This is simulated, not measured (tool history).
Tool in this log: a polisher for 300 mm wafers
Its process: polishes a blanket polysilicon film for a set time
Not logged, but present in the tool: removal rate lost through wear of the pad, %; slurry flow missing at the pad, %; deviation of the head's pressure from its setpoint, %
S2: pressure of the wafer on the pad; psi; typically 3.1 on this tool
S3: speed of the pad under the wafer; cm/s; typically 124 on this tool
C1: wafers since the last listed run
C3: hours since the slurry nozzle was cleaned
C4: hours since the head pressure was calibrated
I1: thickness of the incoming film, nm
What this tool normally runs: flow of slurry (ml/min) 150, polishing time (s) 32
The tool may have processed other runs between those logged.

Run 1, hour 0.0: usual settings; C1 0; wafers polished on this pad 794; C3 240.9; C4 868.5; I1 1015.5. Result: film removed (nm) 351.7.
Run 2, hour 8.0: usual settings; C1 80; wafers polished on this pad 874; C3 248.9; C4 876.5; I1 1016.6. Result: film removed (nm) 354.8.
Run 3, hour 20.5: usual settings; C1 125; wafers polished on this pad 1000; C3 261.4; C4 889.0; I1 1029.7. Result: film removed (nm) 355.4.
Run 4, hour 32.6: usual settings; C1 121; wafers polished on this pad 1122; C3 273.5; C4 901.1; I1 1013.1. Result: film removed (nm) 355.6.
Run 5, hour 39.7: usual settings; C1 71; wafers polished on this pad 1193; C3 280.6; C4 908.2; I1 1027.7. Result: film removed (nm) 356.6.
Run 6, hour 51.7: usual settings; C1 120; wafers polished on this pad 1313; C3 292.6; C4 920.2; I1 1027.5. Result: film removed (nm) 356.1.
Run 7, hour 63.5: usual settings; C1 118; wafers polished on this pad 1432; C3 304.4; C4 932.0; I1 1016.2. Result: film removed (nm) 356.7.
At hour 72.0: worn pad replaced by a new one.
Run 8, hour 75.5: usual settings; C1 80; wafers polished on this pad 35; C3 316.4; C4 944.0; I1 1017.2. Result: film removed (nm) 354.2.
Run 9, hour 84.3: usual settings; C1 88; wafers polished on this pad 123; C3 325.2; C4 952.8; I1 998.6. Result: film removed (nm) 358.4.
Run 10, hour 101.6: usual settings; C1 173; wafers polished on this pad 297; C3 342.5; C4 970.1; I1 1021.1. Result: film removed (nm) 349.6.
At hour 117.1: head pressure recalibrated.
Run 11, hour 117.6: usual settings; C1 140; wafers polished on this pad 438; C3 358.5; C4 0.5; I1 1032.1. Result: film removed (nm) 352.2.
At hour 126.0: slurry nozzle cleaned.
Run 12, hour 132.0: usual settings; C1 134; wafers polished on this pad 572; C3 6.0; C4 14.9; I1 1010.4. Result: film removed (nm) 359.4.
Run 13, hour 138.9: usual settings but polishing time (s) 35; C1 69; wafers polished on this pad 642; C3 12.9; C4 21.8; I1 1021.7. Result: film removed (nm) 391.5.
Run 14, hour 145.1: usual settings but flow of slurry (ml/min) 125, S2 3.8 psi; C1 62; wafers polished on this pad 704; C3 19.1; C4 28.0; I1 1033.2. Result: film removed (nm) 426.1.
Run 15, hour 154.7: usual settings but S2 3.7 psi, S3 140 cm/s, polishing time (s) 41; C1 96; wafers polished on this pad 800; C3 28.7; C4 37.6; I1 1009.5. Result: film removed (nm) 596.8.
Run 16, hour 171.3: usual settings; C1 166; wafers polished on this pad 967; C3 45.3; C4 54.2; I1 1012.1. Result: film removed (nm) 357.3.
Run 17, hour 182.2: usual settings but S3 106 cm/s; C1 109; wafers polished on this pad 1077; C3 56.2; C4 65.1; I1 1018.1. Result: film removed (nm) 315.0.
Run 18, hour 196.8: usual settings but S3 92 cm/s; C1 146; wafers polished on this pad 1223; C3 70.8; C4 79.7; I1 1027.5. Result: film removed (nm) 280.6.
Run 19, hour 205.7: usual settings but polishing time (s) 38; C1 89; wafers polished on this pad 1313; C3 79.7; C4 88.6; I1 1017.5. Result: film removed (nm) 424.6.
At hour 219.5: worn pad replaced by a new one.
Run 20, hour 220.0: usual settings but flow of slurry (ml/min) 130; C1 103; wafers polished on this pad 4; C3 94.0; C4 102.9; I1 1011.7. Result: film removed (nm) 345.6.

Each row is a separate what-if for the run after 20, all from the same tool condition, not one after another. Results?
Run A, hour 220.4: usual settings; C1 4; wafers polished on this pad 8; C3 94.4; C4 103.3; I1 1014.3. Result: film removed (nm) ?.
Run B, hour 220.4: usual settings but S3 140 cm/s; C1 4; wafers polished on this pad 8; C3 94.4; C4 103.3; I1 1014.3. Result: film removed (nm) ?.
Run C, hour 220.4: usual settings but S2 3.6 psi; C1 4; wafers polished on this pad 8; C3 94.4; C4 103.3; I1 1014.3. Result: film removed (nm) ?.
Run D, hour 220.4: usual settings but flow of slurry (ml/min) 195, S3 96 cm/s, polishing time (s) 39; C1 4; wafers polished on this pad 8; C3 94.4; C4 103.3; I1 1014.3. Result: film removed (nm) ?.
Run E, hour 220.4: usual settings but flow of slurry (ml/min) 180, S3 110 cm/s, polishing time (s) 28; C1 4; wafers polished on this pad 8; C3 94.4; C4 103.3; I1 1014.3. Result: film removed (nm) ?.

run  film removed (nm)
  A              355.6
  B              391.1
  C              412.9
  D              373.4
  E              293.0
Stripped of hidden state, with their random variation kept, the same runs would have yielded:
run  film removed (nm)
  A              355.6
  B              391.1
  C              412.9
  D              373.4
  E              293.0

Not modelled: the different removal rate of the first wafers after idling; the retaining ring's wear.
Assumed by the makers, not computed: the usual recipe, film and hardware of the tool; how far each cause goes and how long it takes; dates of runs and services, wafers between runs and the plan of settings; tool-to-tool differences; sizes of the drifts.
